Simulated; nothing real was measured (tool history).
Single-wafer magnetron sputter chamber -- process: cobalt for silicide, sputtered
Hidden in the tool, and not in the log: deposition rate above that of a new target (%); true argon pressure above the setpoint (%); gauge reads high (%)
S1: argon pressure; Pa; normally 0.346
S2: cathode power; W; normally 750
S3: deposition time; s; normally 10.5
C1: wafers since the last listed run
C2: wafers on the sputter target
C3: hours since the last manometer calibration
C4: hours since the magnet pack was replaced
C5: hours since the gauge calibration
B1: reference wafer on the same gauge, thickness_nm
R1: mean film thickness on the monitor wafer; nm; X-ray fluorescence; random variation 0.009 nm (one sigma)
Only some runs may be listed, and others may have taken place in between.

run    hour     S1   S2    S3    C1    C2      C3      C4     C5     B1     R1
  1     0.0  0.346  750  10.5     0  6459   372.2  7559.7  889.9  3.511  4.012
       78.8  -- sputter target and shields replaced
  2    90.6  0.346  750  10.5  2062   295   462.8  7650.3  980.5  3.510  4.017
      163.9  -- gauge calibrated
  3   219.1  0.346  750  10.5  3208  3503   591.3  7778.8   55.2  3.510  4.014
  4   275.6  0.399  750  10.5  1410  4914   647.8  7835.3  111.7  3.509  3.947
  5   321.6  0.399  750  10.5  1148  6062   693.8  7881.3  157.7  3.511  3.961
      368.3  -- sputter target and shields replaced
  6   399.6  0.289  750  12.1  1747   780   771.8  7959.3  235.7  3.509  4.724
  7   453.1  0.346  750  10.5  1335  2116   825.3  8012.8  289.2  3.510  4.016
  8   538.7  0.346  750  10.5  2137  4253   910.9  8098.4  374.8  3.510  4.020
  9   636.8  0.346  750  10.5  2449  6702  1009.0  8196.5  472.9  3.510  4.041
      680.8  -- sputter target and shields replaced
      681.1  -- capacitance manometer re-zeroed and calibrated
 10   706.3  0.243  750  10.5  1527   628    25.2  8266.0  542.4  3.511  4.110
 11   795.2  0.289  900   8.8  2219  2847   114.1  8354.9  631.3  3.511  4.014
 12   844.8  0.309  650  12.5  1238  4086   163.7  8404.5  680.9  3.510  4.233
      891.0  -- magnet pack replaced
 13   934.3  0.297  950  12.0  2034  6121   253.2    43.3  770.4  3.508  5.749
      947.6  -- sputter target and shields replaced
 14   996.1  0.286  700  11.6  1343  1210   315.0   105.1  832.2  3.511  4.242
     1063.4  -- gauge calibrated
 15  1074.4  0.346  750  10.5  1954  3164   393.3   183.4   11.0  3.510  4.003
 16  1134.7  0.346  950  12.2  1505  4670   453.6   243.7   71.3  3.508  5.757
     1218.7  -- sputter target and shields replaced
 17  1242.7  0.291  750   9.7  2496   598   561.6   351.7  179.3  3.509  3.768
 18  1336.7  0.346  600  10.5  2346  2945   655.6   445.7  273.3  3.510  3.295
 19  1435.9  0.418  750  11.9  2476  5421   754.8   544.9  372.5  3.509  4.452
     1540.4  -- sputter target and shields replaced
 20  1540.9  0.346  750  10.5  2421    12   859.8   649.9  477.5  3.511  4.022

Each row is a separate what-if for the run after 20, all from the same tool condition, not one after another. Results?
  A  1541.3  0.346  750  10.5   9  22  860.2  650.3  477.9   ?   ?
  B  1541.3  0.258  750  10.5   9  22  860.2  650.3  477.9   ?   ?
  C  1541.3  0.390  650  11.6   9  22  860.2  650.3  477.9   ?   ?
  D  1541.3  0.407  900   9.9   9  22  860.2  650.3  477.9   ?   ?

run     B1     R1
  A  3.510  4.021
  B  3.510  4.126
  C  3.510  3.862
  D  3.510  4.392
Without the tool's hidden state the same runs would have given:
run     R1
  A  3.947
  B  4.071
  C  3.782
  D  4.296

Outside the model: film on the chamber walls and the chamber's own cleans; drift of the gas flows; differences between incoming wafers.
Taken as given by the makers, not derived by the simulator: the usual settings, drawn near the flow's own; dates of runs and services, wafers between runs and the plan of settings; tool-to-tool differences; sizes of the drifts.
